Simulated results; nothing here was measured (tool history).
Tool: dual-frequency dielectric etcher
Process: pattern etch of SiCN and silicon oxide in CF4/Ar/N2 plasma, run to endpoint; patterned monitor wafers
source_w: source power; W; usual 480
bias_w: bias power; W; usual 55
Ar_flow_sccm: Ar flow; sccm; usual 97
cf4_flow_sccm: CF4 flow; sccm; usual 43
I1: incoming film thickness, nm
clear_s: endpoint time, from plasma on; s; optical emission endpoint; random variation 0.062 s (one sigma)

run 1 hour=0.0 | source_w=480 bias_w=55 Ar_flow_sccm=112 cf4_flow_sccm=43 | I1=10.07 | clear_s=12.7
run 2 hour=61.9 | source_w=480 bias_w=55 Ar_flow_sccm=112 cf4_flow_sccm=43 | I1=10.08 | clear_s=12.8
run 3 hour=95.0 | source_w=480 bias_w=55 Ar_flow_sccm=97 cf4_flow_sccm=43 | I1=10.00 | clear_s=12.3
run 4 hour=155.7 | source_w=480 bias_w=55 Ar_flow_sccm=97 cf4_flow_sccm=43 | I1=10.06 | clear_s=12.4
run 5 hour=180.5 | source_w=480 bias_w=55 Ar_flow_sccm=97 cf4_flow_sccm=37 | I1=10.03 | clear_s=12.8
run 6 hour=224.6 | source_w=480 bias_w=55 Ar_flow_sccm=97 cf4_flow_sccm=37 | I1=10.18 | clear_s=13.1
run 7 hour=283.5 | source_w=550 bias_w=55 Ar_flow_sccm=97 cf4_flow_sccm=43 | I1=10.02 | clear_s=10.6
-- hour=326.3 bias power generator calibrated
run 8 hour=330.7 | source_w=550 bias_w=55 Ar_flow_sccm=97 cf4_flow_sccm=43 | I1=10.09 | clear_s=10.6
run 9 hour=389.4 | source_w=550 bias_w=55 Ar_flow_sccm=97 cf4_flow_sccm=43 | I1=10.13 | clear_s=10.8
run 10 hour=447.0 | source_w=400 bias_w=55 Ar_flow_sccm=97 cf4_flow_sccm=43 | I1=10.18 | clear_s=15.5
run 11 hour=511.1 | source_w=400 bias_w=55 Ar_flow_sccm=97 cf4_flow_sccm=43 | I1=10.17 | clear_s=15.4
-- hour=523.2 source power generator calibrated
run 12 hour=550.4 | source_w=380 bias_w=55 Ar_flow_sccm=83 cf4_flow_sccm=43 | I1=10.06 | clear_s=16.9
run 13 hour=589.7 | source_w=480 bias_w=55 Ar_flow_sccm=116 cf4_flow_sccm=46 | I1=10.03 | clear_s=13.2
-- hour=623.2 Ar flow controller replaced
-- hour=640.9 wet clean of the chamber
run 14 hour=753.8 | source_w=540 bias_w=45 Ar_flow_sccm=111 cf4_flow_sccm=39 | I1=10.10 | clear_s=12.7
run 15 hour=798.5 | source_w=480 bias_w=55 Ar_flow_sccm=97 cf4_flow_sccm=40 | I1=10.06 | clear_s=13.1
-- hour=810.0 CF4 flow controller replaced
run 16 hour=866.6 | source_w=480 bias_w=69 Ar_flow_sccm=110 cf4_flow_sccm=43 | I1=10.03 | clear_s=12.1
-- hour=925.8 upper electrode replaced
run 17 hour=926.3 | source_w=380 bias_w=69 Ar_flow_sccm=110 cf4_flow_sccm=43 | I1=10.19 | clear_s=16.0
run 18 hour=946.8 | source_w=480 bias_w=55 Ar_flow_sccm=97 cf4_flow_sccm=43 | I1=10.13 | clear_s=12.9

Run 19 comes next. What will it give?
run 19 hour=979.5 | source_w=440 bias_w=55 Ar_flow_sccm=97 cf4_flow_sccm=49 | I1=10.10 | clear_s=?

clear_s: 13.8 s
Without the tool's hidden state the same run would have given clear_s 14.2 s.
